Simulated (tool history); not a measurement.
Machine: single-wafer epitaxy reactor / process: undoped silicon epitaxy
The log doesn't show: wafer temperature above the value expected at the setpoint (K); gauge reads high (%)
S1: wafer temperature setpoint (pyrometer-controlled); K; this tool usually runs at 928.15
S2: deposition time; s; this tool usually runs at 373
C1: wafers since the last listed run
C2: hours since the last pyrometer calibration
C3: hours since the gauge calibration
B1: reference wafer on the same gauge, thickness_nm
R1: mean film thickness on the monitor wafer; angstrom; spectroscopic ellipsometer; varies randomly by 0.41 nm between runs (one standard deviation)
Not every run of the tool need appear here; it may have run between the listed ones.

| run | hour | S1 | S2 | C1 | C2 | C3 | B1 | R1 |
|---|---|---|---|---|---|---|---|---|
| 1 | 0 | 928.15 | 373 | 0 | 1040.8 | 558.3 | 60.187 | 710.43 |
|  | 12.7 | gauge calibrated |
| 2 | 86.2 | 928.15 | 373 | 257 | 1127 | 73.5 | 60.213 | 707.7 |
| 3 | 120.1 | 928.15 | 373 | 101 | 1160.9 | 107.4 | 60.155 | 706.82 |
| 4 | 137.9 | 928.15 | 373 | 53 | 1178.7 | 125.2 | 60.29 | 701.92 |
| 5 | 162.2 | 928.15 | 373 | 72 | 1203 | 149.5 | 60.213 | 707.94 |
| 6 | 180.4 | 928.15 | 373 | 54 | 1221.2 | 167.7 | 60.259 | 710.63 |
| 7 | 211 | 928.15 | 373 | 91 | 1251.8 | 198.3 | 60.441 | 709.16 |
| 8 | 236 | 928.15 | 373 | 74 | 1276.8 | 223.3 | 60.099 | 707.62 |
| 9 | 270.9 | 928.15 | 373 | 104 | 1311.7 | 258.2 | 60.501 | 702.83 |
| 10 | 284.6 | 928.15 | 373 | 40 | 1325.4 | 271.9 | 60.346 | 701.42 |
| 11 | 310.4 | 928.15 | 373 | 77 | 1351.2 | 297.7 | 60.251 | 702.83 |
| 12 | 330.3 | 934.15 | 351 | 59 | 1371.1 | 317.6 | 60.286 | 769.85 |
|  | 351.4 | pyrometer calibrated |
| 13 | 351.9 | 934.15 | 351 | 40 | 0.5 | 339.2 | 60.367 | 803.67 |
| 14 | 362.6 | 934.15 | 351 | 31 | 11.2 | 349.9 | 60.468 | 803.18 |
| 15 | 396.9 | 928.15 | 373 | 102 | 45.5 | 384.2 | 60.342 | 726.39 |
| 16 | 410.9 | 928.15 | 373 | 41 | 59.5 | 398.2 | 60.502 | 721.64 |
| 17 | 432.3 | 928.15 | 373 | 63 | 80.9 | 419.6 | 60.511 | 728.71 |
| 18 | 458.9 | 932.15 | 350 | 79 | 107.5 | 446.2 | 60.155 | 751.69 |
| 19 | 491.7 | 932.15 | 350 | 97 | 140.3 | 479 | 60.362 | 756.42 |
| 20 | 516.4 | 921.15 | 406 | 73 | 165 | 503.7 | 60.369 | 672.28 |
| 21 | 539.2 | 922.15 | 325 | 68 | 187.8 | 526.5 | 60.338 | 545.05 |
|  | 539.5 | gauge calibrated |
| 22 | 572.8 | 935.15 | 319 | 100 | 221.4 | 33.3 | 60.227 | 732.37 |
| 23 | 607.4 | 928.15 | 373 | 103 | 256 | 67.9 | 60.159 | 719.45 |
| 24 | 637 | 928.15 | 373 | 88 | 285.6 | 97.5 | 60.356 | 718.8 |
| 25 | 650.3 | 928.15 | 373 | 39 | 298.9 | 110.8 | 60.261 | 720.47 |
| 26 | 674.3 | 935.15 | 403 | 71 | 322.9 | 134.8 | 60.286 | 928.87 |
| 27 | 694.6 | 923.15 | 400 | 60 | 343.2 | 155.1 | 60.419 | 681.75 |
| 28 | 721.5 | 928.15 | 373 | 80 | 370.1 | 182 | 60.351 | 717.41 |
| 29 | 757.5 | 934.15 | 442 | 107 | 406.1 | 218 | 60.292 | 970.52 |
| 30 | 774.3 | 928.15 | 373 | 50 | 422.9 | 234.8 | 60.288 | 712.52 |
| 31 | 800.8 | 928.15 | 373 | 79 | 449.4 | 261.3 | 60.364 | 707.72 |
| 32 | 827.7 | 914.15 | 351 | 80 | 476.3 | 288.2 | 60.309 | 469.79 |
| 33 | 845.2 | 936.15 | 419 | 52 | 493.8 | 305.7 | 60.368 | 978.07 |
| 34 | 870.3 | 940.15 | 328 | 74 | 518.9 | 330.8 | 60.441 | 835.04 |
| 35 | 902.7 | 942.15 | 316 | 96 | 551.3 | 363.2 | 60.412 | 849.05 |
| 36 | 922.6 | 919.15 | 373 | 59 | 571.2 | 383.1 | 60.148 | 568.94 |
| 37 | 937.3 | 922.15 | 319 | 43 | 585.9 | 397.8 | 60.282 | 521.01 |
| 38 | 966.9 | 936.15 | 323 | 88 | 615.5 | 427.4 | 60.358 | 742.92 |
| 39 | 996.9 | 941.15 | 349 | 89 | 645.5 | 457.4 | 60.05 | 908.8 |

Entry by entry between the runs, the difference in hidden state between the last listed run before and the first listed run after:
In the gap between runs 1 and 2: gauge calibrated (hour 12.7)
  wafer temperature above the value expected at the setpoint (K): -1.85 -> -1.9
  difference, measured minus the result without the unlogged condition, R1: -33.03 -> -33.86 angstrom
In the gap between runs 12 and 13: pyrometer calibrated (hour 351.4)
  wafer temperature above the value expected at the setpoint (K): -2.01 -> -0.159
  difference, measured minus the result without the unlogged condition, R1: -38.45 -> -3.1 angstrom
In the gap between runs 21 and 22: gauge calibrated (hour 539.5)
  wafer temperature above the value expected at the setpoint (K): -0.885 -> -0.991
  difference, measured minus the result without the unlogged condition, R1: -12.18 -> -17.77 angstrom
